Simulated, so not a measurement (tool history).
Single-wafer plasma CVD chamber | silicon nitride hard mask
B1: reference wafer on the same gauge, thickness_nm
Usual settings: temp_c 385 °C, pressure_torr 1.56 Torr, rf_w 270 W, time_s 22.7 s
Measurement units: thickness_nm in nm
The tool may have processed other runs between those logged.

run 1 hour=0 | temp_c=374 pressure_torr=1.48 rf_w=270 time_s=22.7 | B1=30.228 | thickness_nm=25.723
run 2 hour=34.3 | temp_c=385 pressure_torr=1.56 rf_w=255 time_s=22.7 | B1=30.3 | thickness_nm=24.65
run 3 hour=50.2 | temp_c=379 pressure_torr=1.56 rf_w=270 time_s=22.7 | B1=30.377 | thickness_nm=26.223
run 4 hour=79.2 | temp_c=379 pressure_torr=1.56 rf_w=270 time_s=22.7 | B1=30.297 | thickness_nm=26.051
run 5 hour=99.4 | temp_c=385 pressure_torr=1.84 rf_w=270 time_s=22.7 | B1=30.305 | thickness_nm=26.896
run 6 hour=112.4 | temp_c=385 pressure_torr=1.56 rf_w=270 time_s=22.7 | B1=30.341 | thickness_nm=25.748
run 7 hour=137.9 | temp_c=385 pressure_torr=1.87 rf_w=270 time_s=22.7 | B1=30.338 | thickness_nm=26.849
run 8 hour=166.3 | temp_c=385 pressure_torr=1.87 rf_w=270 time_s=22.7 | B1=30.288 | thickness_nm=26.771
run 9 hour=184.9 | temp_c=374 pressure_torr=1.56 rf_w=270 time_s=20 | B1=30.269 | thickness_nm=22.894
-- hour=223.8 thermocouple changed; heater temperature recalibrated
run 10 hour=287.5 | temp_c=385 pressure_torr=1.43 rf_w=270 time_s=22.7 | B1=30.373 | thickness_nm=25.002
run 11 hour=311.2 | temp_c=385 pressure_torr=1.56 rf_w=310 time_s=25.4 | B1=30.307 | thickness_nm=32.367
run 12 hour=333.9 | temp_c=385 pressure_torr=1.32 rf_w=270 time_s=22.7 | B1=30.363 | thickness_nm=24.361
run 13 hour=346.2 | temp_c=385 pressure_torr=1.56 rf_w=270 time_s=19.6 | B1=30.32 | thickness_nm=21.869
-- hour=369.9 showerhead replaced
run 14 hour=373.5 | temp_c=385 pressure_torr=1.56 rf_w=270 time_s=22.7 | B1=30.32 | thickness_nm=25.409
-- hour=410.4 RF generator calibrated
run 15 hour=410.9 | temp_c=374 pressure_torr=1.56 rf_w=295 time_s=18.6 | B1=30.278 | thickness_nm=23.264
run 16 hour=436 | temp_c=385 pressure_torr=1.56 rf_w=305 time_s=22.7 | B1=30.32 | thickness_nm=29.189
run 17 hour=470.9 | temp_c=370 pressure_torr=1.4 rf_w=270 time_s=25.1 | B1=30.306 | thickness_nm=28.119
run 18 hour=503.3 | temp_c=385 pressure_torr=1.41 rf_w=270 time_s=22.7 | B1=30.289 | thickness_nm=25.268
-- hour=511.9 capacitance manometer re-zeroed and calibrated
run 19 hour=516.1 | temp_c=385 pressure_torr=1.56 rf_w=270 time_s=22.7 | B1=30.28 | thickness_nm=26.461
run 20 hour=551.1 | temp_c=385 pressure_torr=1.42 rf_w=230 time_s=22.7 | B1=30.294 | thickness_nm=22.131
run 21 hour=567.4 | temp_c=385 pressure_torr=1.56 rf_w=230 time_s=20.1 | B1=30.278 | thickness_nm=19.918
run 22 hour=592.6 | temp_c=385 pressure_torr=1.36 rf_w=270 time_s=22.7 | B1=30.297 | thickness_nm=25.806
run 23 hour=626.7 | temp_c=385 pressure_torr=1.34 rf_w=270 time_s=22.7 | B1=30.378 | thickness_nm=25.591
run 24 hour=647.2 | temp_c=385 pressure_torr=1.56 rf_w=270 time_s=22.7 | B1=30.26 | thickness_nm=26.573
run 25 hour=673 | temp_c=385 pressure_torr=1.56 rf_w=270 time_s=22.7 | B1=30.331 | thickness_nm=26.363
run 26 hour=692.6 | temp_c=385 pressure_torr=1.83 rf_w=270 time_s=20.7 | B1=30.313 | thickness_nm=25.004
run 27 hour=712.9 | temp_c=397 pressure_torr=1.75 rf_w=305 time_s=20.1 | B1=30.32 | thickness_nm=26.674
run 28 hour=740.3 | temp_c=385 pressure_torr=1.56 rf_w=270 time_s=22.7 | B1=30.299 | thickness_nm=26.353
run 29 hour=772.8 | temp_c=385 pressure_torr=1.56 rf_w=270 time_s=22.7 | B1=30.31 | thickness_nm=26.253
run 30 hour=791.3 | temp_c=385 pressure_torr=1.56 rf_w=270 time_s=22.7 | B1=30.354 | thickness_nm=26.353

Measured less the same run without the tool's hidden state. The same run-to-run variation is in both; the gauge's scatter may not be:
What the log doesn't record here: wafer temperature above the value expected at the setpoint (K); delivered RF power above the setpoint (%); true pressure above the setpoint (%); gauge reads high (%).
run=1 thickness_nm=-0.533
run=2 thickness_nm=-0.555
run=3 thickness_nm=-0.616
run=4 thickness_nm=-0.661
run=5 thickness_nm=-0.709
run=6 thickness_nm=-0.712
run=7 thickness_nm=-0.78
run=8 thickness_nm=-0.833
run=9 thickness_nm=-0.756
run=10 thickness_nm=-1.052
run=11 thickness_nm=-1.362
run=12 thickness_nm=-1.147
run=13 thickness_nm=-1.035
run=14 thickness_nm=-1.272
run=15 thickness_nm=-0.491
run=16 thickness_nm=-0.65
run=17 thickness_nm=-0.692
run=18 thickness_nm=-0.664
run=19 thickness_nm=-0.062
run=20 thickness_nm=-0.061
run=21 thickness_nm=-0.057
run=22 thickness_nm=-0.081
run=23 thickness_nm=-0.093
run=24 thickness_nm=-0.106
run=25 thickness_nm=-0.119
run=26 thickness_nm=-0.122
run=27 thickness_nm=-0.138
run=28 thickness_nm=-0.163
run=29 thickness_nm=-0.188
run=30 thickness_nm=-0.205
